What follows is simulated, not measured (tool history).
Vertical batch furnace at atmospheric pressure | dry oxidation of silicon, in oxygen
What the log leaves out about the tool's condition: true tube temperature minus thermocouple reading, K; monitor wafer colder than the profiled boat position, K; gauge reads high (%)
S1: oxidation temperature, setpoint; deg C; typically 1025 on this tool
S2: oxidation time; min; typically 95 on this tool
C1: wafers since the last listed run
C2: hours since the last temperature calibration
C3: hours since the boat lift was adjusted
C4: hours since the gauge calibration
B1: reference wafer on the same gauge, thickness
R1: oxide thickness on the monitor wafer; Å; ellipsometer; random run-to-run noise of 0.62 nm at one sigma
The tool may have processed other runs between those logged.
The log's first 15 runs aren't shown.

{"run": 16, "day": 30.304, "S1": 1025, "S2": 95, "C1": 403, "C2": 1772.1, "C3": 5243.4, "C4": 2104.3, "B1": 112.55, "R1": 1031.3}
{"run": 17, "day": 32.383, "S1": 1009, "S2": 122, "C1": 524, "C2": 1822, "C3": 5293.3, "C4": 2154.2, "B1": 112.32, "R1": 1097.6}
{"run": 18, "day": 34.888, "S1": 1025, "S2": 95, "C1": 631, "C2": 1882.1, "C3": 5353.4, "C4": 2214.3, "B1": 112.22, "R1": 1033.1}
{"run": 19, "day": 36.208, "S1": 1018, "S2": 60, "C1": 333, "C2": 1913.8, "C3": 5385.1, "C4": 2246, "B1": 112.12, "R1": 743.2}
{"run": 20, "day": 38.258, "S1": 1025, "S2": 95, "C1": 516, "C2": 1963, "C3": 5434.3, "C4": 2295.2, "B1": 112.06, "R1": 1044.1}
{"day": 39.375, "done": "boat lift adjusted"}
{"day": 40.842, "done": "gauge calibrated"}
{"run": 21, "day": 41.096, "S1": 1025, "S2": 50, "C1": 463, "C2": 2031.1, "C3": 41.3, "C4": 6.1, "B1": 116.01, "R1": 716}
{"run": 22, "day": 43.65, "S1": 1039, "S2": 116.5, "C1": 644, "C2": 2092.4, "C3": 102.6, "C4": 67.4, "B1": 115.57, "R1": 1318.2}
{"run": 23, "day": 45.979, "S1": 1009, "S2": 95, "C1": 587, "C2": 2148.3, "C3": 158.5, "C4": 123.3, "B1": 115.7, "R1": 964.2}
{"run": 24, "day": 48.046, "S1": 1025, "S2": 95, "C1": 521, "C2": 2197.9, "C3": 208.1, "C4": 172.9, "B1": 115.56, "R1": 1064.9}
{"run": 25, "day": 50.604, "S1": 1043, "S2": 95, "C1": 645, "C2": 2259.3, "C3": 269.5, "C4": 234.3, "B1": 115.47, "R1": 1198.9}
{"run": 26, "day": 51.925, "S1": 1036, "S2": 95, "C1": 333, "C2": 2291, "C3": 301.2, "C4": 266, "B1": 115.15, "R1": 1137.9}
{"run": 27, "day": 53.125, "S1": 1025, "S2": 133.5, "C1": 302, "C2": 2319.8, "C3": 330, "C4": 294.8, "B1": 115.29, "R1": 1319.6}
{"run": 28, "day": 55.083, "S1": 1004, "S2": 62.5, "C1": 493, "C2": 2366.8, "C3": 377, "C4": 341.8, "B1": 115.25, "R1": 705.1}
{"run": 29, "day": 56.8, "S1": 1045, "S2": 130.5, "C1": 432, "C2": 2408, "C3": 418.2, "C4": 383, "B1": 115.11, "R1": 1461.4}
{"day": 58.358, "done": "thermocouples replaced and temperature profile calibrated"}
{"run": 30, "day": 58.379, "S1": 1025, "S2": 121.5, "C1": 146, "C2": 0.5, "C3": 456.1, "C4": 420.9, "B1": 115.05, "R1": 1226.2}
{"run": 31, "day": 59.138, "S1": 1003, "S2": 124, "C1": 191, "C2": 18.7, "C3": 474.3, "C4": 439.1, "B1": 114.95, "R1": 1086.1}
{"run": 32, "day": 61.471, "S1": 1001, "S2": 70.5, "C1": 588, "C2": 74.7, "C3": 530.3, "C4": 495.1, "B1": 114.98, "R1": 740.6}
{"run": 33, "day": 64.333, "S1": 1025, "S2": 95, "C1": 721, "C2": 143.4, "C3": 599, "C4": 563.8, "B1": 114.94, "R1": 1072}
{"run": 34, "day": 65.708, "S1": 1049, "S2": 80, "C1": 346, "C2": 176.4, "C3": 632, "C4": 596.8, "B1": 114.74, "R1": 1103.7}
{"run": 35, "day": 68.338, "S1": 1025, "S2": 74.5, "C1": 662, "C2": 239.5, "C3": 695.1, "C4": 659.9, "B1": 114.51, "R1": 911.8}
{"run": 36, "day": 70.546, "S1": 1046, "S2": 72, "C1": 556, "C2": 292.5, "C3": 748.1, "C4": 712.9, "B1": 114.14, "R1": 1007.5}
{"run": 37, "day": 73.217, "S1": 1018, "S2": 50.5, "C1": 673, "C2": 356.6, "C3": 812.2, "C4": 777, "B1": 114.27, "R1": 681.1}
{"run": 38, "day": 74.692, "S1": 1025, "S2": 95, "C1": 371, "C2": 392, "C3": 847.6, "C4": 812.4, "B1": 114.21, "R1": 1067.6}
{"run": 39, "day": 76.421, "S1": 1015, "S2": 95, "C1": 436, "C2": 433.5, "C3": 889.1, "C4": 853.9, "B1": 113.97, "R1": 983.7}
{"run": 40, "day": 77.946, "S1": 1025, "S2": 95, "C1": 384, "C2": 470.1, "C3": 925.7, "C4": 890.5, "B1": 113.64, "R1": 1057.5}

What if the next run were any one of these 3? Each begins from the tool's condition after run 40:
{"run": "A", "day": 78.146, "S1": 1046, "S2": 95, "C1": 50, "C2": 474.9, "C3": 930.5, "C4": 895.3, "B1": "?", "R1": "?"}
{"run": "B", "day": 78.146, "S1": 1041, "S2": 136, "C1": 50, "C2": 474.9, "C3": 930.5, "C4": 895.3, "B1": "?", "R1": "?"}
{"run": "C", "day": 78.146, "S1": 1000, "S2": 133, "C1": 50, "C2": 474.9, "C3": 930.5, "C4": 895.3, "B1": "?", "R1": "?"}

run=A B1=113.9 R1=1193
run=B B1=113.9 R1=1444.1
run=C B1=113.9 R1=1099.8
Stripped of hidden state, with their random variation kept, the same runs would have yielded:
run=A R1=1224.9
run=B R1=1482.8
run=C R1=1129.2

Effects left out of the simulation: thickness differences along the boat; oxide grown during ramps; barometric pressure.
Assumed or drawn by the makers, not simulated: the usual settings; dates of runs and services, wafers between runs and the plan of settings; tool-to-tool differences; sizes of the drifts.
